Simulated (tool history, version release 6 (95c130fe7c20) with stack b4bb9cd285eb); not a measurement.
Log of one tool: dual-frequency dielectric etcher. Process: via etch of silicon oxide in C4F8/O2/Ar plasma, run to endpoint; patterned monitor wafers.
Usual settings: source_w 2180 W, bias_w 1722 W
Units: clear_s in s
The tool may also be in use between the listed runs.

run	hour	source_w	bias_w	wafers since the last listed run	hours since the last wet clean	hours since the last source power generator calibration	hours since the last bias power generator calibration	hours since the last upper electrode change	incoming incoming film thickness, nm	clear_s
1	0	1750	1722	0	61.3	3412.9	2137.2	2986.2	1151.8	263.9
2	25.5	1750	1722	133	86.8	3438.4	2162.7	3011.7	1144.5	259.3
3	38.4	1750	1722	67	99.7	3451.3	2175.6	3024.6	1157	260.6
4	66.7	2180	1722	147	128	3479.6	2203.9	3052.9	1163.5	238.5
5	86.6	2180	1722	103	147.9	3499.5	2223.8	3072.8	1159.4	239
6	117.4	2180	1722	160	178.7	3530.3	2254.6	3103.6	1142.1	235
7	134.6	2180	1722	89	195.9	3547.5	2271.8	3120.8	1153.7	235.4
8	155.7	1750	1501	110	217	3568.6	2292.9	3141.9	1148	258.2
9	183.8	1750	1501	146	245.1	3596.7	2321	3170	1149.2	260.5
10	207.8	1750	1501	125	269.1	3620.7	2345	3194	1150.2	259.6
11	227.3	2180	1601	101	288.6	3640.2	2364.5	3213.5	1132.6	233.2
12	251.8	2180	1601	128	313.1	3664.7	2389	3238	1143.6	233.2
13	267.4	2180	1722	81	328.7	3680.3	2404.6	3253.6	1145.7	230.2
14	287.3	2180	1722	103	348.6	3700.2	2424.5	3273.5	1155.4	231.6
15	301.5	2180	1722	74	362.8	3714.4	2438.7	3287.7	1148.5	231
16	327.3	2320	1722	134	388.6	3740.2	2464.5	3313.5	1144.9	222.6
17	353.5	2180	1722	136	414.8	3766.4	2490.7	3339.7	1150.6	227.6
18	386.6	2410	2097	172	447.9	3799.5	2523.8	3372.8	1146.1	212.9
# hour 467.7: wet clean of the chamber
19	469.2	2180	1974	306	1.5	3882.1	2606.4	3455.4	1149	231.5
20	495.7	2450	2020	138	28	3908.6	2632.9	3481.9	1163.9	224.4
21	511.4	2180	1722	82	43.7	3924.3	2648.6	3497.6	1144.3	237.5
# hour 537.6: upper electrode replaced
22	538.1	2180	1722	14	70.4	3951	2675.3	0.5	1149.7	237
23	558.9	2180	1874	108	91.2	3971.8	2696.1	21.3	1147.2	230.9
24	576	2180	1434	89	108.3	3988.9	2713.2	38.4	1149.8	240.8
25	606.1	2180	1722	157	138.4	4019	2743.3	68.5	1142.8	231.1
26	625.7	2350	1451	102	158	4038.6	2762.9	88.1	1158.9	232.6
# hour 631.8: source power generator calibrated
27	659.8	2680	1345	157	192.1	28	2797	122.2	1150.8	223.4
# hour 674.7: bias power generator calibrated
28	688.5	2180	1722	129	220.8	56.7	13.8	150.9	1144.6	233.6
29	709.9	2420	1722	111	242.2	78.1	35.2	172.3	1147.9	223.3
30	723.2	2180	1722	69	255.5	91.4	48.5	185.6	1139.2	232.8
31	753.7	2360	1853	159	286	121.9	79	216.1	1147.1	218.1
32	787.5	1920	1335	176	319.8	155.7	112.8	249.9	1143.5	250.8
33	808.2	2360	1853	108	340.5	176.4	133.5	270.6	1137.2	217.4
34	823.1	2180	1309	77	355.4	191.3	148.4	285.5	1132	233.5
35	870.9	2700	1397	249	403.2	239.1	196.2	333.3	1147.3	215.7

Forecast each of these 4 alternatives for the next run:
A	871.4	2180	2117	2	403.7	239.6	196.7	333.8	1158.5	?
B	871.4	1850	1535	2	403.7	239.6	196.7	333.8	1158.5	?
C	871.4	2510	1294	2	403.7	239.6	196.7	333.8	1158.5	?
D	871.4	1970	1722	2	403.7	239.6	196.7	333.8	1158.5	?

run	clear_s
A	224
B	251.8
C	227
D	241.3
Without the tool's hidden state the same runs would have given:
run	clear_s
A	232.1
B	260.8
C	235.1
D	250
